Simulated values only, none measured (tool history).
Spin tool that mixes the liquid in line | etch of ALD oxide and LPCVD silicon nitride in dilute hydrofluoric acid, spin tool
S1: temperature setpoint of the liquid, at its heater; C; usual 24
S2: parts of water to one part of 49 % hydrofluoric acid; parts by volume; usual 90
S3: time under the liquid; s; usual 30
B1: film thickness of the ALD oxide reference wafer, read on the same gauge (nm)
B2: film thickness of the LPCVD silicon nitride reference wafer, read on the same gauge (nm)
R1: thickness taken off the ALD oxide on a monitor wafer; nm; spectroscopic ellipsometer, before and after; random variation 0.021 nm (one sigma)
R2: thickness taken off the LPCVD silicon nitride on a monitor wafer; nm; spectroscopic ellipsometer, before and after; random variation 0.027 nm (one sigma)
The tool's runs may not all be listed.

run,day,S1,S2,S3,B1,B2,R1,R2
1,0,24,90,30,69.498,129.135,4.536,0.151
2,1.029,24,90,30,69.452,128.987,4.556,0.18
3,2.496,24,90,30,69.314,128.771,4.554,0.138
4,3.725,24,55,30,69.231,128.581,7.766,0.283
# day 4.775: thermometer replaced
5,4.796,24,55,30,69.139,128.4,7.705,0.253
6,5.675,24,90,30,69.052,128.227,4.518,0.155
7,7.054,24,90,30,68.934,127.983,4.523,0.224
8,7.708,24,90,30,68.865,127.851,4.499,0.148
# day 7.867: hydrofluoric acid flow meter replaced
9,9.008,24,120,30,68.698,127.593,3.277,0.12
10,9.654,24,50,40,68.686,127.462,11.348,0.425
11,10.846,24,90,30,68.516,127.206,4.497,0.159
12,11.579,24,55,30,68.389,127.065,7.704,0.326
13,12.458,28.5,125,15,68.354,126.856,1.814,0.073
14,13.683,21,60,25,68.174,126.59,5.159,0.179
# day 13.954: gauge calibrated
15,14.588,24,90,40,70.373,130.676,6.168,0.23
16,16.017,24,45,45,70.364,130.657,14.681,0.505
17,16.525,24,90,45,70.31,130.648,6.948,0.307
18,17.621,25.5,70,20,70.338,130.637,4.291,0.166
19,18.296,24,90,30,70.284,130.627,4.6,0.151
20,19.621,26.5,135,20,70.293,130.561,2.136,0.091
21,20.362,24,90,30,70.265,130.55,4.594,0.156
22,21.521,28,90,45,70.26,130.481,8.063,0.327
23,22.221,24,60,30,70.233,130.438,7.208,0.204
24,23.067,24,130,30,70.192,130.391,3.05,0.121
25,24.533,21,120,45,70.11,130.255,4.485,0.175
26,25.658,21.5,90,30,70.144,130.179,4.148,0.149
27,26.25,24,90,30,70.036,130.122,4.579,0.101

3 ways to go on from here, each from the tool as it stands after run 27. What would each give?
A,26.267,24,115,30,?,?,?,?
B,26.267,24,90,20,?,?,?,?
C,26.267,21.5,75,20,?,?,?,?

run,B1,B2,R1,R2
A,70.065,130.123,3.481,0.121
B,70.065,130.123,3.057,0.103
C,70.065,130.123,3.376,0.104
Without the tool's hidden state the same runs would have given:
run,R1,R2
A,3.478,0.121
B,3.054,0.103
C,3.373,0.104

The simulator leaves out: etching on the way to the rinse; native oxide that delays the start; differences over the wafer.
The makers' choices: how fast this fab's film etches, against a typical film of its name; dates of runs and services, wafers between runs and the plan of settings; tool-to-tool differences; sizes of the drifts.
